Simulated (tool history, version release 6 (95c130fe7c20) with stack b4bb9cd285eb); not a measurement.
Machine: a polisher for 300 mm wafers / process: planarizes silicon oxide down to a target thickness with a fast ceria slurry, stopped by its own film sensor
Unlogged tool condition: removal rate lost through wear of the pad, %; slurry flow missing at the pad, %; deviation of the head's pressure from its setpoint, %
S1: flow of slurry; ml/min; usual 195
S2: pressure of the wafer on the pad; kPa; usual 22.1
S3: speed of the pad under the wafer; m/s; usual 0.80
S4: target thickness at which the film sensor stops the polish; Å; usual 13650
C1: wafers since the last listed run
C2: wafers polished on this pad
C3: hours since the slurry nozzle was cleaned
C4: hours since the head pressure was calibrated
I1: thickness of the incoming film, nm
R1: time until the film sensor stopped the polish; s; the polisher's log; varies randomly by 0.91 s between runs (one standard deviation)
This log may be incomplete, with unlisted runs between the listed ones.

run 1 hour=0.0 | S1=195 S2=15.9 S3=0.80 S4=13650 | C1=0 C2=1285 C3=553.8 C4=232.6 | I1=2538.6 | R1=116.4
run 2 hour=12.2 | S1=195 S2=15.9 S3=0.80 S4=13650 | C1=127 C2=1412 C3=566.0 C4=244.8 | I1=2544.4 | R1=119.2
run 3 hour=21.0 | S1=195 S2=22.1 S3=0.80 S4=10910 | C1=91 C2=1504 C3=574.8 C4=253.6 | I1=2529.7 | R1=106.2
-- hour=25.1 worn pad replaced by a new one
run 4 hour=32.4 | S1=195 S2=22.1 S3=0.80 S4=10910 | C1=77 C2=76 C3=586.2 C4=265.0 | I1=2471.7 | R1=90.5
run 5 hour=43.0 | S1=195 S2=22.1 S3=0.80 S4=10910 | C1=110 C2=187 C3=596.8 C4=275.6 | I1=2489.5 | R1=94.7
run 6 hour=53.6 | S1=195 S2=22.1 S3=0.98 S4=13650 | C1=110 C2=297 C3=607.4 C4=286.2 | I1=2486.0 | R1=62.5
run 7 hour=66.3 | S1=195 S2=22.1 S3=0.98 S4=13650 | C1=132 C2=430 C3=620.1 C4=298.9 | I1=2486.7 | R1=60.4
run 8 hour=79.0 | S1=215 S2=22.1 S3=0.80 S4=13650 | C1=132 C2=562 C3=632.8 C4=311.6 | I1=2496.2 | R1=74.7
run 9 hour=88.7 | S1=210 S2=22.1 S3=0.98 S4=13650 | C1=101 C2=663 C3=642.5 C4=321.3 | I1=2454.8 | R1=58.2
run 10 hour=100.6 | S1=210 S2=22.1 S3=0.98 S4=13650 | C1=124 C2=788 C3=654.4 C4=333.2 | I1=2465.2 | R1=59.9
run 11 hour=113.8 | S1=250 S2=25.5 S3=0.80 S4=12150 | C1=137 C2=925 C3=667.6 C4=346.4 | I1=2484.0 | R1=74.2
run 12 hour=122.2 | S1=195 S2=22.1 S3=0.80 S4=13650 | C1=87 C2=1013 C3=676.0 C4=354.8 | I1=2499.4 | R1=77.6
run 13 hour=139.3 | S1=150 S2=24.8 S3=0.80 S4=11830 | C1=178 C2=1192 C3=693.1 C4=371.9 | I1=2505.3 | R1=85.2
run 14 hour=146.4 | S1=195 S2=24.1 S3=0.80 S4=10910 | C1=74 C2=1266 C3=700.2 C4=379.0 | I1=2504.8 | R1=91.9
run 15 hour=156.2 | S1=195 S2=25.5 S3=0.80 S4=16770 | C1=102 C2=1368 C3=710.0 C4=388.8 | I1=2516.4 | R1=51.8
-- hour=162.8 worn pad replaced by a new one
run 16 hour=167.0 | S1=195 S2=19.3 S3=0.80 S4=13650 | C1=70 C2=43 C3=720.8 C4=399.6 | I1=2482.4 | R1=81.5
-- hour=177.5 slurry nozzle cleaned
-- hour=195.2 head pressure recalibrated
run 17 hour=220.7 | S1=175 S2=18.6 S3=0.80 S4=13650 | C1=529 C2=572 C3=43.2 C4=25.5 | I1=2530.7 | R1=101.8
run 18 hour=241.7 | S1=195 S2=22.1 S3=0.80 S4=13650 | C1=219 C2=791 C3=64.2 C4=46.5 | I1=2495.9 | R1=84.3
run 19 hour=257.0 | S1=195 S2=22.1 S3=0.56 S4=13650 | C1=159 C2=951 C3=79.5 C4=61.8 | I1=2498.4 | R1=125.5
run 20 hour=263.2 | S1=195 S2=22.1 S3=0.80 S4=13650 | C1=64 C2=1016 C3=85.7 C4=68.0 | I1=2510.2 | R1=88.1
run 21 hour=278.9 | S1=195 S2=22.1 S3=0.80 S4=13650 | C1=163 C2=1180 C3=101.4 C4=83.7 | I1=2470.8 | R1=87.5

Alternative continuations, all from the tool just after run 21; predict every row:
run A hour=279.3 | S1=195 S2=22.1 S3=0.80 S4=16270 | C1=4 C2=1184 C3=101.8 C4=84.1 | I1=2521.0 | R1=?
run B hour=279.3 | S1=195 S2=22.1 S3=0.80 S4=17180 | C1=4 C2=1184 C3=101.8 C4=84.1 | I1=2521.0 | R1=?
run C hour=279.3 | S1=195 S2=22.1 S3=0.60 S4=13650 | C1=4 C2=1184 C3=101.8 C4=84.1 | I1=2521.0 | R1=?
run D hour=279.3 | S1=140 S2=22.1 S3=0.80 S4=13650 | C1=4 C2=1184 C3=101.8 C4=84.1 | I1=2521.0 | R1=?
run E hour=279.3 | S1=195 S2=25.5 S3=0.80 S4=14970 | C1=4 C2=1184 C3=101.8 C4=84.1 | I1=2521.0 | R1=?

run=A R1=70.2
run=B R1=63.1
run=C R1=121.0
run=D R1=95.6
run=E R1=70.2
The same runs, with their run-to-run variation unchanged, on a tool lacking any hidden condition would have given:
run=A R1=60.5
run=B R1=54.4
run=C R1=104.3
run=D R1=82.4
run=E R1=60.5

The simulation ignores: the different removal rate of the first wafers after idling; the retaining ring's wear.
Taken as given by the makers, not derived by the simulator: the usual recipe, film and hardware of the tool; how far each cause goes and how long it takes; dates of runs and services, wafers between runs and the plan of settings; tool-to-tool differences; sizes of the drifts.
